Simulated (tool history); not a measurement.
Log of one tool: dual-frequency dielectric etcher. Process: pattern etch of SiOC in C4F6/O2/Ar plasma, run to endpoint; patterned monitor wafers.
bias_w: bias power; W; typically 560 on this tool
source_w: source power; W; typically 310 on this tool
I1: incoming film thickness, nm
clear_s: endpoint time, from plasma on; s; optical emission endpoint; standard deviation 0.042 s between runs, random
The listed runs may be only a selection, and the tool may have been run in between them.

run 1 hour=0.0 | bias_w=560 source_w=310 | I1=35.52 | clear_s=11.6
run 2 hour=48.7 | bias_w=560 source_w=310 | I1=35.50 | clear_s=11.5
run 3 hour=79.3 | bias_w=560 source_w=310 | I1=35.58 | clear_s=11.6
run 4 hour=126.6 | bias_w=560 source_w=310 | I1=35.56 | clear_s=11.5
run 5 hour=152.0 | bias_w=560 source_w=310 | I1=35.83 | clear_s=11.7
run 6 hour=184.6 | bias_w=560 source_w=310 | I1=35.94 | clear_s=11.7
run 7 hour=225.9 | bias_w=560 source_w=310 | I1=35.60 | clear_s=11.7
-- hour=280.8 wet clean of the chamber
run 8 hour=281.3 | bias_w=560 source_w=310 | I1=35.44 | clear_s=11.5
-- hour=400.3 upper electrode replaced
run 9 hour=444.8 | bias_w=560 source_w=310 | I1=35.30 | clear_s=11.4
run 10 hour=473.9 | bias_w=560 source_w=310 | I1=35.35 | clear_s=11.5
run 11 hour=532.9 | bias_w=560 source_w=310 | I1=35.33 | clear_s=11.5
run 12 hour=577.8 | bias_w=660 source_w=310 | I1=35.42 | clear_s=10.9
-- hour=635.2 bias power generator calibrated
run 13 hour=635.7 | bias_w=633 source_w=280 | I1=35.37 | clear_s=11.5
run 14 hour=674.8 | bias_w=648 source_w=360 | I1=35.37 | clear_s=10.7
run 15 hour=728.2 | bias_w=560 source_w=310 | I1=35.40 | clear_s=11.6
run 16 hour=754.6 | bias_w=690 source_w=310 | I1=35.36 | clear_s=10.9
run 17 hour=799.9 | bias_w=560 source_w=310 | I1=35.74 | clear_s=11.8
-- hour=876.5 wet clean of the chamber
run 18 hour=877.0 | bias_w=560 source_w=310 | I1=35.36 | clear_s=11.7
run 19 hour=891.8 | bias_w=560 source_w=310 | I1=35.57 | clear_s=11.7
run 20 hour=941.6 | bias_w=600 source_w=340 | I1=35.56 | clear_s=11.2
run 21 hour=980.6 | bias_w=560 source_w=310 | I1=35.83 | clear_s=11.7
run 22 hour=1034.5 | bias_w=667 source_w=290 | I1=35.51 | clear_s=11.3
run 23 hour=1064.5 | bias_w=560 source_w=310 | I1=35.56 | clear_s=11.7
run 24 hour=1112.4 | bias_w=463 source_w=380 | I1=35.55 | clear_s=11.7
run 25 hour=1175.7 | bias_w=560 source_w=310 | I1=35.73 | clear_s=11.7
-- hour=1214.3 source power generator calibrated
run 26 hour=1230.9 | bias_w=427 source_w=280 | I1=35.74 | clear_s=13.0
run 27 hour=1277.5 | bias_w=560 source_w=230 | I1=35.68 | clear_s=12.6
run 28 hour=1307.7 | bias_w=634 source_w=310 | I1=35.71 | clear_s=11.3
run 29 hour=1360.1 | bias_w=617 source_w=370 | I1=35.18 | clear_s=10.7
run 30 hour=1399.2 | bias_w=560 source_w=240 | I1=35.50 | clear_s=12.4
run 31 hour=1447.7 | bias_w=616 source_w=340 | I1=35.53 | clear_s=11.1

For run 32, what comes out?
-- hour=1488.1 wet clean of the chamber
run 32 hour=1514.8 | bias_w=499 source_w=250 | I1=35.85 | clear_s=?

clear_s: 12.8 s
Take away the tool's hidden state, keep the run-to-run variation as it was, and the same run would have given clear_s 12.9 s.
